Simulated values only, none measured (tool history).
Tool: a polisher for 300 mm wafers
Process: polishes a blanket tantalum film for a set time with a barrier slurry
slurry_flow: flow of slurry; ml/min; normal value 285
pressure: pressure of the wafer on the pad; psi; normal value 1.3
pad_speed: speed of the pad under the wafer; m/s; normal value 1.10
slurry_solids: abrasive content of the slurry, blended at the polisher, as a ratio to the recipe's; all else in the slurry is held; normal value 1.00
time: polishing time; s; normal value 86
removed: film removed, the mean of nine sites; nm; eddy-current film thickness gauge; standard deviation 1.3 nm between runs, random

| run | hour | slurry_flow | pressure | pad_speed | slurry_solids | time | wafers since the last listed run | wafers polished on this pad | hours since the slurry nozzle was cleaned | hours since the head pressure was calibrated | hours since the slurry blender was calibrated | incoming thickness of the incoming film, nm | removed |
|---|---|---|---|---|---|---|---|---|---|---|---|---|---|
| 1 | 0.0 | 285 | 1.3 | 0.90 | 1.00 | 106 | 0 | 404 | 460.5 | 725.6 | 139.0 | 352.1 | 105.0 |
| 2 | 37.6 | 285 | 1.3 | 1.10 | 1.00 | 86 | 488 | 893 | 498.1 | 763.2 | 176.6 | 349.2 | 104.0 |
|  | 83.2 | slurry blender recalibrated |
| 3 | 106.2 | 285 | 1.3 | 1.10 | 1.00 | 86 | 866 | 1759 | 566.7 | 831.8 | 23.0 | 347.8 | 102.9 |
|  | 117.6 | slurry nozzle cleaned |
| 4 | 143.9 | 285 | 1.3 | 1.10 | 1.00 | 86 | 477 | 2236 | 26.3 | 869.5 | 60.7 | 346.8 | 105.7 |
| 5 | 195.8 | 285 | 1.3 | 1.10 | 1.00 | 86 | 674 | 2911 | 78.2 | 921.4 | 112.6 | 355.8 | 106.7 |
|  | 204.7 | worn pad replaced by a new one |
| 6 | 228.7 | 285 | 1.3 | 1.10 | 1.00 | 86 | 375 | 311 | 111.1 | 954.3 | 145.5 | 350.5 | 107.0 |
| 7 | 262.8 | 285 | 1.3 | 1.10 | 1.00 | 86 | 443 | 755 | 145.2 | 988.4 | 179.6 | 349.5 | 103.9 |
|  | 282.2 | slurry blender recalibrated |
| 8 | 313.0 | 285 | 1.3 | 1.10 | 1.00 | 86 | 626 | 1382 | 195.4 | 1038.6 | 30.8 | 350.2 | 105.9 |
| 9 | 381.9 | 285 | 1.3 | 1.10 | 1.00 | 86 | 896 | 2278 | 264.3 | 1107.5 | 99.7 | 356.3 | 105.4 |
|  | 407.4 | worn pad replaced by a new one |
| 10 | 451.8 | 285 | 1.3 | 1.10 | 1.00 | 86 | 857 | 577 | 334.2 | 1177.4 | 169.6 | 346.3 | 104.0 |
| 11 | 498.5 | 285 | 1.3 | 1.10 | 1.00 | 86 | 607 | 1185 | 380.9 | 1224.1 | 216.3 | 350.8 | 103.8 |
|  | 511.1 | slurry blender recalibrated |
| 12 | 526.4 | 335 | 1.1 | 1.38 | 1.00 | 86 | 336 | 1522 | 408.8 | 1252.0 | 15.3 | 354.6 | 113.9 |
|  | 542.9 | head pressure recalibrated |
| 13 | 579.3 | 285 | 1.7 | 1.10 | 0.75 | 70 | 661 | 2183 | 461.7 | 36.4 | 68.2 | 355.2 | 91.8 |
|  | 617.6 | slurry nozzle cleaned |
|  | 646.5 | worn pad replaced by a new one |
| 14 | 650.5 | 285 | 1.3 | 1.10 | 1.00 | 111 | 860 | 52 | 32.9 | 107.6 | 139.4 | 350.0 | 139.9 |
| 15 | 718.3 | 285 | 1.3 | 1.10 | 1.00 | 86 | 881 | 933 | 100.7 | 175.4 | 207.2 | 347.7 | 106.8 |
|  | 741.9 | slurry blender recalibrated |
| 16 | 800.2 | 240 | 1.3 | 1.10 | 1.00 | 61 | 1039 | 1972 | 182.6 | 257.3 | 58.3 | 352.8 | 73.8 |
| 17 | 832.8 | 285 | 1.1 | 0.72 | 0.90 | 86 | 423 | 2396 | 215.2 | 289.9 | 90.9 | 347.5 | 56.6 |
|  | 871.5 | worn pad replaced by a new one |
| 18 | 902.0 | 285 | 1.3 | 1.10 | 1.00 | 60 | 847 | 396 | 284.4 | 359.1 | 160.1 | 350.7 | 71.4 |
|  | 969.8 | slurry blender recalibrated |
| 19 | 970.3 | 190 | 1.3 | 1.36 | 1.00 | 86 | 862 | 1258 | 352.7 | 427.4 | 0.5 | 344.7 | 117.1 |
| 20 | 1024.1 | 285 | 1.6 | 1.36 | 1.00 | 86 | 699 | 1958 | 406.5 | 481.2 | 54.3 | 354.9 | 153.9 |
| 21 | 1067.6 | 285 | 1.3 | 1.10 | 1.00 | 86 | 565 | 2524 | 450.0 | 524.7 | 97.8 | 351.0 | 103.5 |
|  | 1115.8 | worn pad replaced by a new one |
| 22 | 1126.0 | 285 | 1.3 | 1.10 | 1.00 | 86 | 707 | 132 | 508.4 | 583.1 | 156.2 | 346.6 | 101.8 |

What if the next run were any one of these 5? Each begins from the tool's condition after run 22:
| A | 1126.4 | 285 | 1.3 | 1.10 | 1.00 | 86 | 5 | 137 | 508.8 | 583.5 | 156.6 | 343.6 | ? |
| B | 1126.4 | 340 | 1.3 | 1.10 | 1.00 | 68 | 5 | 137 | 508.8 | 583.5 | 156.6 | 343.6 | ? |
| C | 1126.4 | 285 | 0.8 | 1.10 | 1.00 | 86 | 5 | 137 | 508.8 | 583.5 | 156.6 | 343.6 | ? |
| D | 1126.4 | 255 | 1.3 | 1.10 | 1.00 | 86 | 5 | 137 | 508.8 | 583.5 | 156.6 | 343.6 | ? |
| E | 1126.4 | 245 | 1.3 | 1.30 | 1.00 | 86 | 5 | 137 | 508.8 | 583.5 | 156.6 | 343.6 | ? |

| run | removed |
|---|---|
| A | 103.6 |
| B | 84.0 |
| C | 69.4 |
| D | 101.7 |
| E | 119.4 |
With no hidden state in the tool, these same runs would have given:
| run | removed |
|---|---|
| A | 108.9 |
| B | 87.5 |
| C | 72.9 |
| D | 107.6 |
| E | 126.5 |
